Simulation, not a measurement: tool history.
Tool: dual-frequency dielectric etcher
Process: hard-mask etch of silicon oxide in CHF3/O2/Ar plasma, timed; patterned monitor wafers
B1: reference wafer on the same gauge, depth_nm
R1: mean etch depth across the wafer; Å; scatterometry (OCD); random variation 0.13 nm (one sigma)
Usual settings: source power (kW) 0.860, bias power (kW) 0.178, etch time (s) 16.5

Run 1, hour 0.0: usual settings; B1 41.10. Result: R1 366.4 Å.
At hour 10.5: wet clean of the chamber.
Run 2, hour 43.0: usual settings but bias power (kW) 0.162; B1 41.12. Result: R1 348.2 Å.
Run 3, hour 97.3: usual settings but bias power (kW) 0.162; B1 41.11. Result: R1 349.8 Å.
Run 4, hour 125.4: usual settings but source power (kW) 1.000; B1 41.12. Result: R1 395.2 Å.
Run 5, hour 166.0: usual settings but source power (kW) 1.000; B1 41.09. Result: R1 395.9 Å.
Run 6, hour 216.3: usual settings but source power (kW) 0.920; B1 41.11. Result: R1 380.7 Å.
Run 7, hour 275.3: usual settings but source power (kW) 0.920; B1 41.08. Result: R1 381.6 Å.
Run 8, hour 319.3: usual settings but source power (kW) 0.920; B1 41.10. Result: R1 385.5 Å.
At hour 360.1: upper electrode replaced.
Run 9, hour 363.0: usual settings; B1 41.12. Result: R1 371.7 Å.
At hour 370.4: source power generator calibrated.
At hour 372.4: gauge calibrated.
Run 10, hour 388.4: usual settings; B1 41.10. Result: R1 375.2 Å.
At hour 417.0: wet clean of the chamber.
Run 11, hour 424.6: usual settings but source power (kW) 1.070; B1 41.09. Result: R1 407.5 Å.
Run 12, hour 495.9: usual settings but source power (kW) 1.070, bias power (kW) 0.155, etch time (s) 14.0; B1 41.10. Result: R1 332.9 Å.
At hour 505.9: bias power generator calibrated.
Run 13, hour 545.1: usual settings but source power (kW) 0.960, bias power (kW) 0.200, etch time (s) 14.5; B1 41.09. Result: R1 353.5 Å.
Run 14, hour 615.2: usual settings but source power (kW) 1.060, etch time (s) 11.5; B1 41.08. Result: R1 288.2 Å.
Run 15, hour 650.2: usual settings but source power (kW) 0.960, bias power (kW) 0.200, etch time (s) 14.5; B1 41.11. Result: R1 359.5 Å.
At hour 739.5: wet clean of the chamber.
Run 16, hour 740.0: usual settings but source power (kW) 0.930, bias power (kW) 0.143, etch time (s) 13.5; B1 41.11. Result: R1 285.7 Å.
Run 17, hour 770.3: usual settings; B1 41.11. Result: R1 357.4 Å.

Run 18 comes next. What will it give?
Run 18, hour 811.3: usual settings but source power (kW) 1.000, etch time (s) 19.5; B1 ?. Result: R1 ?.

{"run 18": {"B1": 41.1, "R1": 466.2}}
Without the tool's hidden state the same run would have given R1 462.7 Å.
